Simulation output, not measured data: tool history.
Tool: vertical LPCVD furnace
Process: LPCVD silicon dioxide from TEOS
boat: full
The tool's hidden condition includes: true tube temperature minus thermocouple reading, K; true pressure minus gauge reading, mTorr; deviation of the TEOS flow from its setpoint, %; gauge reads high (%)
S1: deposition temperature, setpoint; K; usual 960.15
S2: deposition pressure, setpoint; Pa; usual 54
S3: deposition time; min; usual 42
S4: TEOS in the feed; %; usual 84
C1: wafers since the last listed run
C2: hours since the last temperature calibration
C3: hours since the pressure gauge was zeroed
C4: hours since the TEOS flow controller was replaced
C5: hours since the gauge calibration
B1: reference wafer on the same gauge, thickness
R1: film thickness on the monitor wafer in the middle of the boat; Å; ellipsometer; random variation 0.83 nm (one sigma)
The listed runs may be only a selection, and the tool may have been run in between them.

run	hour	S1	S2	S3	S4	C1	C2	C3	C4	C5	B1	R1
1	0	960.15	54	42	84	0	2930.5	1618.4	4177.5	296	327.83	3524.3
2	68.2	960.15	54	42	84	745	2998.7	1686.6	4245.7	364.2	327.88	3520.4
3	131.4	960.15	54	42	84	690	3061.9	1749.8	4308.9	427.4	327.73	3519.9
4	156.6	951.15	54	42	84	275	3087.1	1775	4334.1	452.6	328.3	2827
5	218.5	951.15	54	42	84	676	3149	1836.9	4396	514.5	328.02	2851.5
6	277.8	951.15	54	42	84	648	3208.3	1896.2	4455.3	573.8	327.82	2836.2
7	323.5	960.15	54	42	93	499	3254	1941.9	4501	619.5	328.51	3691.4
8	389.6	960.15	54	42	93	722	3320.1	2008	4567.1	685.6	327.65	3689.4
9	448.7	960.15	64	42	90	646	3379.2	2067.1	4626.2	744.7	327.93	3986.3
# hour 465.3: gauge calibrated
# hour 505.3: TEOS flow controller replaced
10	505.8	960.15	64	42	90	361	3436.3	2124.2	0.5	40.5	327.96	3946.2
11	526.7	960.15	45.3	42	84	228	3457.2	2145.1	21.4	61.4	327.71	3200
12	575.7	960.15	46.7	42	84	535	3506.2	2194.1	70.4	110.4	328.14	3247.4
13	630.5	960.15	54	42	84	599	3561	2248.9	125.2	165.2	327.68	3497.4
14	695	960.15	41.3	42	84	705	3625.5	2313.4	189.7	229.7	328.17	3048.9

Run 15 is up next; what results do you expect?
15	726.9	960.15	45.3	42	84	348	3657.4	2345.3	221.6	261.6	?	?

Run 15 measured B1 327.95, R1 3189.9 Å.
Minus the tool's unlogged condition, the same run would have read R1 2900.3 Å.

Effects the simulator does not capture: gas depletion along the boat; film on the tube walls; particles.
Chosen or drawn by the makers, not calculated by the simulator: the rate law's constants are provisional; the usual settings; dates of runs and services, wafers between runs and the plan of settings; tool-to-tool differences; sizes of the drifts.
